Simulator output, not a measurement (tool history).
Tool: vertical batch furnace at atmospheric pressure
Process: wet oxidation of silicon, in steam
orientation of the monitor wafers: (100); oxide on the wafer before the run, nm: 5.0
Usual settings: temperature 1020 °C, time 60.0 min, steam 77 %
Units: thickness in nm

| run | hour | temperature | time | steam | read-back reference wafer on the same gauge, thickness | thickness |
|---|---|---|---|---|---|---|
| 1 | 0.0 | 1020 | 60.0 | 80 | 430.16 | 404.76 |
| 2 | 24.5 | 1020 | 60.0 | 80 | 430.27 | 406.66 |
| 3 | 46.9 | 1038 | 60.0 | 77 | 429.86 | 442.40 |
| 4 | 78.0 | 1038 | 60.0 | 77 | 429.96 | 441.05 |
| 5 | 113.6 | 1038 | 60.0 | 77 | 430.09 | 441.12 |
| 6 | 145.9 | 1020 | 60.0 | 77 | 429.90 | 390.83 |
|  | 162.3 | gauge calibrated |
| 7 | 165.7 | 1020 | 60.0 | 77 | 429.79 | 392.14 |
| 8 | 182.7 | 1020 | 60.0 | 77 | 430.26 | 390.37 |
| 9 | 202.4 | 1020 | 60.0 | 77 | 429.88 | 390.65 |
| 10 | 214.8 | 1038 | 60.0 | 77 | 430.27 | 437.03 |
| 11 | 239.8 | 1033 | 76.5 | 77 | 430.13 | 497.69 |
|  | 283.3 | thermocouples replaced and temperature profile calibrated |
| 12 | 298.3 | 1038 | 60.0 | 77 | 429.90 | 435.91 |
| 13 | 359.4 | 1038 | 60.0 | 77 | 429.85 | 435.34 |
|  | 402.3 | steam generator serviced |
| 14 | 402.8 | 1035 | 88.5 | 88 | 430.10 | 627.82 |
| 15 | 417.2 | 1011 | 38.5 | 77 | 429.84 | 285.31 |
| 16 | 434.7 | 1042 | 34.5 | 87 | 429.95 | 359.62 |
| 17 | 470.3 | 1014 | 52.5 | 69 | 429.96 | 336.02 |
| 18 | 494.8 | 1038 | 60.0 | 77 | 429.99 | 460.49 |
| 19 | 522.0 | 1012 | 60.0 | 85 | 429.90 | 417.68 |

Forecast each of these 4 alternatives for the next run:
| A | 527.1 | 1020 | 60.0 | 77 | ? | ? |
| B | 527.1 | 1020 | 60.0 | 67 | ? | ? |
| C | 527.1 | 1020 | 89.0 | 77 | ? | ? |
| D | 527.1 | 1038 | 89.5 | 87 | ? | ? |

| run | read-back reference wafer on the same gauge, thickness | thickness |
|---|---|---|
| A | 429.96 | 412.01 |
| B | 429.96 | 375.63 |
| C | 429.96 | 531.70 |
| D | 429.96 | 635.97 |
Without the tool's hidden state the same runs would have given:
| run | thickness |
|---|---|
| A | 414.44 |
| B | 377.88 |
| C | 534.72 |
| D | 639.40 |

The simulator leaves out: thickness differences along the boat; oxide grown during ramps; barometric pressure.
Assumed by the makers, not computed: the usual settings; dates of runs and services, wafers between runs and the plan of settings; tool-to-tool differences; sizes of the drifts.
